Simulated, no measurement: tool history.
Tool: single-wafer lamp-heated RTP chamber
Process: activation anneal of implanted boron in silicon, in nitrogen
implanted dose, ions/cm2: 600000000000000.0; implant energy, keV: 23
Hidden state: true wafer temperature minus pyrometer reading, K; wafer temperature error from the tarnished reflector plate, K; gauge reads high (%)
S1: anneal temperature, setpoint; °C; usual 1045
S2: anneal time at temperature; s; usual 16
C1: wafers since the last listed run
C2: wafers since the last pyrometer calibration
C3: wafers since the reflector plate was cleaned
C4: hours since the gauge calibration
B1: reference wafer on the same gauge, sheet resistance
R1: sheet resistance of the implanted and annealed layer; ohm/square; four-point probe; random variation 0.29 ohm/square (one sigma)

run    hour    S1  S2    C1    C2     C3     C4      B1      R1
  1     0.0  1045  16     0  6123  10363  200.8  162.04  192.14
       18.9  -- reflector plate cleaned
  2    43.6  1045  16   656  6780    456  244.4  161.89  191.95
  3   102.2  1045  16  1081  7861   1537  303.0  162.04  192.21
  4   129.3  1045  16   499  8361   2037  330.1  162.07  192.43
      166.5  -- pyrometer window cleaned and pyrometer calibrated
  5   197.7  1045  16  1114   576   3151  398.5  162.04  192.33
  6   268.7  1045  16  1309  1886   4461  469.5  162.00  192.83
  7   299.3  1028  21   564  2450   5025  500.1  161.99  193.01
  8   440.2  1045  16  2599  5050   7625  641.0  162.01  191.71
  9   496.0  1045  16  1029  6079   8654  696.8  162.07  192.07
      590.7  -- reflector plate cleaned
      662.7  -- pyrometer window cleaned and pyrometer calibrated
 10   688.9  1045  16  3263   483   1663  889.7  161.93  192.83
      745.2  -- gauge calibrated
 11   757.8  1045  16  1271  1754   2934   12.6  161.95  192.08
 12   782.0  1036  16   446  2200   3381   36.8  161.89  192.58
 13   830.5  1045  16   894  3095   4276   85.3  161.91  192.14
 14   894.5  1045  16  1180  4276   5456  149.3  162.00  191.78
 15   936.3  1045  16   771  5047   6228  191.1  161.98  192.22
 16   983.4  1035  16   868  5916   7096  238.2  161.96  192.73
 17  1024.2  1045  16   752  6669   7849  279.0  162.05  191.49
 18  1065.4  1031  13   760  7429   8609  320.2  161.88  193.42
     1112.8  -- pyrometer window cleaned and pyrometer calibrated
 19  1118.2  1045  16   826   100   9436  373.0  161.98  192.01
     1160.0  -- reflector plate cleaned
 20  1184.1  1074  11  1068  1168    444  438.9  162.09  191.35
 21  1240.3  1019  16  1036  2205   1480  495.1  162.02  194.72
 22  1282.9  1045  16   785  2991   2266  537.7  161.95  191.75
 23  1342.0  1045  16  1090  4081   3357  596.8  162.05  191.92
 24  1414.0  1035  25  1328  5409   4685  668.8  162.03  192.27
     1561.0  -- pyrometer window cleaned and pyrometer calibrated
 25  1588.0  1072  22  3062   498   7747  842.8  162.01  189.58
 26  1614.0  1016   8   479   977   8227  868.8  162.01  197.03
 27  1656.3  1063  16   780  1758   9007  911.1  162.05  190.98
     1679.7  -- gauge calibrated
 28  1693.3  1020  12   682  2440   9690   13.6  161.88  195.65
     1714.5  -- reflector plate cleaned
 29  1721.4  1071  25   370  2811    127   41.7  162.12  189.09

5 ways to go on from here, each from the tool as it stands after run 29. What would each give?
  A  1721.8  1045  16   7  2818  134  42.1   ?   ?
  B  1721.8  1072  25   7  2818  134  42.1   ?   ?
  C  1721.8  1045  14   7  2818  134  42.1   ?   ?
  D  1721.8  1022  20   7  2818  134  42.1   ?   ?
  E  1721.8  1061  19   7  2818  134  42.1   ?   ?

run      B1      R1
  A  161.95  191.67
  B  161.95  188.91
  C  161.95  191.94
  D  161.95  193.48
  E  161.95  190.29
Without the tool's hidden state the same runs would have given:
run      R1
  A  191.67
  B  188.91
  C  191.94
  D  193.48
  E  190.29

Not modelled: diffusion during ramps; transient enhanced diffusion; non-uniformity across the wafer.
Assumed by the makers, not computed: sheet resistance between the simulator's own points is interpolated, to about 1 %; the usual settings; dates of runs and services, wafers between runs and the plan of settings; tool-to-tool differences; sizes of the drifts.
